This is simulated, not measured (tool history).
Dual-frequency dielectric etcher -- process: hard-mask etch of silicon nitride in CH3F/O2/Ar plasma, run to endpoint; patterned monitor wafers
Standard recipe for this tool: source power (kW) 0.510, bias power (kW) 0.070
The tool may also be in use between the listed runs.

run	hour	source power (kW)	bias power (kW)	wafers since the last listed run	hours since the last wet clean	hours since the last source power generator calibration	hours since the last bias power generator calibration	hours since the last upper electrode change	incoming incoming film thickness, nm	endpoint time (s)
1	0.0	0.510	0.070	0	251.2	1105.3	1446.0	1653.7	55.1	74.9
2	87.8	0.510	0.070	1463	339.0	1193.1	1533.8	1741.5	55.2	76.0
3	159.3	0.510	0.070	1191	410.5	1264.6	1605.3	1813.0	55.5	74.9
4	236.4	0.510	0.070	1284	487.6	1341.7	1682.4	1890.1	55.0	74.4
# hour 272.5: wet clean of the chamber
5	342.4	0.510	0.060	1366	69.9	1447.7	1788.4	1996.1	55.6	81.7
6	424.7	0.510	0.081	1371	152.2	1530.0	1870.7	2078.4	56.2	73.4
7	505.6	0.510	0.081	1348	233.1	1610.9	1951.6	2159.3	55.6	72.5
8	590.0	0.510	0.078	1406	317.5	1695.3	2036.0	2243.7	55.4	72.9
9	627.2	0.510	0.078	619	354.7	1732.5	2073.2	2280.9	55.8	72.2
10	718.1	0.510	0.078	1514	445.6	1823.4	2164.1	2371.8	55.1	71.7
# hour 759.4: wet clean of the chamber
11	772.5	0.510	0.070	506	13.1	1877.8	2218.5	2426.2	56.0	78.2
12	832.1	0.510	0.070	993	72.7	1937.4	2278.1	2485.8	56.3	78.2
13	878.0	0.510	0.070	764	118.6	1983.3	2324.0	2531.7	55.8	76.0
14	962.6	0.590	0.062	1409	203.2	2067.9	2408.6	2616.3	55.3	73.1
# hour 969.8: bias power generator calibrated
15	1001.6	0.590	0.062	583	242.2	2106.9	31.8	2655.3	55.6	73.2
# hour 1029.1: source power generator calibrated
16	1042.3	0.440	0.060	611	282.9	13.2	72.5	2696.0	55.8	88.5
17	1100.4	0.510	0.070	968	341.0	71.3	130.6	2754.1	55.8	75.7
18	1193.8	0.580	0.062	1556	434.4	164.7	224.0	2847.5	55.7	72.4
# hour 1305.7: wet clean of the chamber
# hour 1312.3: upper electrode replaced
19	1312.8	0.580	0.079	1473	7.1	283.7	343.0	0.5	55.5	68.4
20	1353.6	0.510	0.081	679	47.9	324.5	383.8	41.3	55.4	73.2
21	1449.5	0.590	0.062	1597	143.8	420.4	479.7	137.2	56.1	74.8
22	1494.8	0.510	0.054	754	189.1	465.7	525.0	182.5	55.6	84.1
23	1539.4	0.410	0.055	743	233.7	510.3	569.6	227.1	55.2	93.9
24	1597.9	0.390	0.084	974	292.2	568.8	628.1	285.6	55.6	81.1
25	1690.3	0.450	0.061	1539	384.6	661.2	720.5	378.0	55.8	86.5
# hour 1747.1: wet clean of the chamber
26	2002.3	0.510	0.081	4798	255.2	973.2	1032.5	690.0	55.3	72.3
27	2090.0	0.450	0.064	1461	342.9	1060.9	1120.2	777.7	55.3	82.7
28	2161.6	0.600	0.062	1193	414.5	1132.5	1191.8	849.3	55.3	70.8
# hour 2292.2: wet clean of the chamber
29	2385.8	0.400	0.064	3335	93.6	1356.7	1416.0	1073.5	55.8	92.9
30	2446.4	0.450	0.055	1009	154.2	1417.3	1476.6	1134.1	55.7	90.6

For each run, what was the tool's unlogged condition?
source power that arrives over what is set, %: 0 on each run
bias power that arrives over what is set, %: 0 on each run
H1: etch rate over this chamber's usual, %
run	H1
1	1.49
2	2.06
3	2.53
4	3.03
5	0.4
6	0.936
7	1.46
8	2.01
9	2.26
10	2.85
11	0.236
12	0.624
13	0.924
14	1.47
15	1.73
16	1.99
17	2.37
18	2.98
19	0.0206
20	0.286
21	0.911
22	1.21
23	1.5
24	1.88
25	2.48
26	1.23
27	1.8
28	2.27
29	0.067
30	0.462
